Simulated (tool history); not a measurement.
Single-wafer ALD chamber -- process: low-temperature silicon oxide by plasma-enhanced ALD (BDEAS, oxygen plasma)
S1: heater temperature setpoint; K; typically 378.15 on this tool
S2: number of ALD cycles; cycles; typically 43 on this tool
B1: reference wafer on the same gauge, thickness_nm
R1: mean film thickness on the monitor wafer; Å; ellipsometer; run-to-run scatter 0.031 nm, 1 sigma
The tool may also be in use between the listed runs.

{"run": 1, "day": 0.0, "S1": 368.15, "S2": 43, "B1": 5.965, "R1": 65.0}
{"run": 2, "day": 1.325, "S1": 368.15, "S2": 43, "B1": 5.978, "R1": 64.73}
{"run": 3, "day": 4.183, "S1": 378.15, "S2": 43, "B1": 5.979, "R1": 63.24}
{"run": 4, "day": 6.283, "S1": 371.15, "S2": 43, "B1": 5.985, "R1": 64.65}
{"run": 5, "day": 11.888, "S1": 371.15, "S2": 43, "B1": 6.0, "R1": 64.74}
{"run": 6, "day": 14.879, "S1": 371.15, "S2": 43, "B1": 6.014, "R1": 65.02}
{"run": 7, "day": 17.733, "S1": 368.15, "S2": 41, "B1": 6.018, "R1": 62.54}
{"run": 8, "day": 19.5, "S1": 368.15, "S2": 41, "B1": 6.028, "R1": 62.3}
{"run": 9, "day": 21.138, "S1": 378.15, "S2": 43, "B1": 6.044, "R1": 63.91}
{"run": 10, "day": 22.717, "S1": 378.15, "S2": 43, "B1": 6.048, "R1": 63.5}
{"run": 11, "day": 24.029, "S1": 378.15, "S2": 43, "B1": 6.036, "R1": 64.06}
{"run": 12, "day": 26.629, "S1": 378.15, "S2": 43, "B1": 6.053, "R1": 64.51}
{"run": 13, "day": 27.962, "S1": 378.15, "S2": 43, "B1": 6.062, "R1": 63.86}
{"run": 14, "day": 30.092, "S1": 378.15, "S2": 43, "B1": 6.056, "R1": 63.54}
{"run": 15, "day": 32.275, "S1": 368.15, "S2": 40, "B1": 6.078, "R1": 61.25}
{"run": 16, "day": 34.238, "S1": 368.15, "S2": 40, "B1": 6.076, "R1": 61.69}
{"run": 17, "day": 36.379, "S1": 378.15, "S2": 43, "B1": 6.091, "R1": 63.96}
{"day": 38.688, "done": "thermocouple changed; heater temperature recalibrated"}
{"run": 18, "day": 39.325, "S1": 378.15, "S2": 43, "B1": 6.094, "R1": 64.7}
{"run": 19, "day": 41.575, "S1": 378.15, "S2": 43, "B1": 6.093, "R1": 64.2}
{"run": 20, "day": 44.038, "S1": 378.15, "S2": 43, "B1": 6.114, "R1": 64.67}
{"run": 21, "day": 46.75, "S1": 378.15, "S2": 43, "B1": 6.117, "R1": 64.49}
{"run": 22, "day": 48.162, "S1": 378.15, "S2": 43, "B1": 6.121, "R1": 65.1}
{"run": 23, "day": 49.354, "S1": 378.15, "S2": 43, "B1": 6.129, "R1": 64.62}
{"run": 24, "day": 52.029, "S1": 378.15, "S2": 43, "B1": 6.151, "R1": 65.22}
{"run": 25, "day": 53.538, "S1": 366.15, "S2": 39, "B1": 6.125, "R1": 60.98}
{"run": 26, "day": 55.542, "S1": 366.15, "S2": 46, "B1": 6.151, "R1": 72.2}
{"run": 27, "day": 56.892, "S1": 378.15, "S2": 40, "B1": 6.164, "R1": 60.13}
{"run": 28, "day": 59.738, "S1": 369.15, "S2": 49, "B1": 6.158, "R1": 76.14}
{"run": 29, "day": 60.938, "S1": 363.15, "S2": 43, "B1": 6.17, "R1": 67.79}
{"run": 30, "day": 62.908, "S1": 378.15, "S2": 48, "B1": 6.163, "R1": 72.87}
{"day": 64.233, "done": "gauge calibrated"}
{"run": 31, "day": 65.425, "S1": 372.15, "S2": 36, "B1": 5.822, "R1": 51.83}
{"run": 32, "day": 66.5, "S1": 364.15, "S2": 43, "B1": 5.822, "R1": 63.89}
{"run": 33, "day": 68.146, "S1": 363.15, "S2": 37, "B1": 5.827, "R1": 55.56}
{"run": 34, "day": 71.096, "S1": 382.15, "S2": 35, "B1": 5.847, "R1": 49.73}
{"run": 35, "day": 72.112, "S1": 393.15, "S2": 39, "B1": 5.848, "R1": 55.0}
{"run": 36, "day": 73.983, "S1": 378.15, "S2": 43, "B1": 5.854, "R1": 62.3}
{"run": 37, "day": 75.625, "S1": 378.15, "S2": 43, "B1": 5.859, "R1": 62.06}
{"run": 38, "day": 84.496, "S1": 384.15, "S2": 50, "B1": 5.908, "R1": 71.58}
{"run": 39, "day": 87.054, "S1": 382.15, "S2": 39, "B1": 5.896, "R1": 56.74}

Estimate the outcome of run 40 from the log above:
{"run": 40, "day": 89.388, "S1": 378.15, "S2": 43, "B1": "?", "R1": "?"}

B1: 5.917
R1: 62.49 Å
Were there no unlogged condition in the tool, this run, its random variation unchanged, would have produced R1 62.01 Å.
